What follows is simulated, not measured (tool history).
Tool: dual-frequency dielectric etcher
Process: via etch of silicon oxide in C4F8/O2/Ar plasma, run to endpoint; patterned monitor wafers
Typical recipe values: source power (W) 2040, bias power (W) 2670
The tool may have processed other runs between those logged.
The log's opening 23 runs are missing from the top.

| run | hour | source power (W) | bias power (W) | wafers since the last listed run | hours since the last wet clean | hours since the last source power generator calibration | hours since the last bias power generator calibration | hours since the last upper electrode change | incoming incoming film thickness, nm | endpoint time (s) |
|---|---|---|---|---|---|---|---|---|---|---|
|  | 267.4 | source power generator calibrated |
| 24 | 269.1 | 2040 | 2670 | 17 | 98.4 | 1.7 | 212.8 | 52.6 | 2188.2 | 392.5 |
| 25 | 281.6 | 1640 | 2389 | 44 | 110.9 | 14.2 | 225.3 | 65.1 | 2231.6 | 457.3 |
| 26 | 290.7 | 1580 | 2057 | 32 | 120 | 23.3 | 234.4 | 74.2 | 2208.8 | 471.9 |
| 27 | 302.7 | 1910 | 2873 | 43 | 132 | 35.3 | 246.4 | 86.2 | 2190.7 | 403.4 |
| 28 | 314.2 | 2040 | 2335 | 41 | 143.5 | 46.8 | 257.9 | 97.7 | 2209.1 | 407.6 |
| 29 | 329.9 | 1590 | 2670 | 56 | 159.2 | 62.5 | 273.6 | 113.4 | 2239.4 | 459.2 |
| 30 | 345.1 | 1660 | 3000 | 54 | 174.4 | 77.7 | 288.8 | 128.6 | 2214.4 | 440.7 |
| 31 | 353.5 | 2040 | 2970 | 30 | 182.8 | 86.1 | 297.2 | 137 | 2198.6 | 391.7 |
| 32 | 377.1 | 1620 | 2992 | 84 | 206.4 | 109.7 | 320.8 | 160.6 | 2199.6 | 437.3 |
| 33 | 391.5 | 1860 | 3249 | 51 | 220.8 | 124.1 | 335.2 | 175 | 2233.7 | 413.9 |
| 34 | 408.3 | 2040 | 2670 | 60 | 237.6 | 140.9 | 352 | 191.8 | 2207 | 399.6 |
| 35 | 417.2 | 1830 | 2893 | 31 | 246.5 | 149.8 | 360.9 | 200.7 | 2210.2 | 413.9 |
| 36 | 433.5 | 2300 | 2320 | 58 | 262.8 | 166.1 | 377.2 | 217 | 2232.5 | 389.9 |

Below are 3 alternative next runs, each starting from the tool's condition after run 36. Predict each:
| A | 434 | 2040 | 2670 | 1 | 263.3 | 166.6 | 377.7 | 217.5 | 2240.5 | ? |
| B | 434 | 1680 | 2670 | 1 | 263.3 | 166.6 | 377.7 | 217.5 | 2240.5 | ? |
| C | 434 | 2040 | 2910 | 1 | 263.3 | 166.6 | 377.7 | 217.5 | 2240.5 | ? |

| run | endpoint time (s) |
|---|---|
| A | 409.6 |
| B | 450.5 |
| C | 404.1 |
With the hidden condition removed and each run's random variation left untouched, the same runs would have given:
| run | endpoint time (s) |
|---|---|
| A | 399.6 |
| B | 439.6 |
| C | 394.3 |
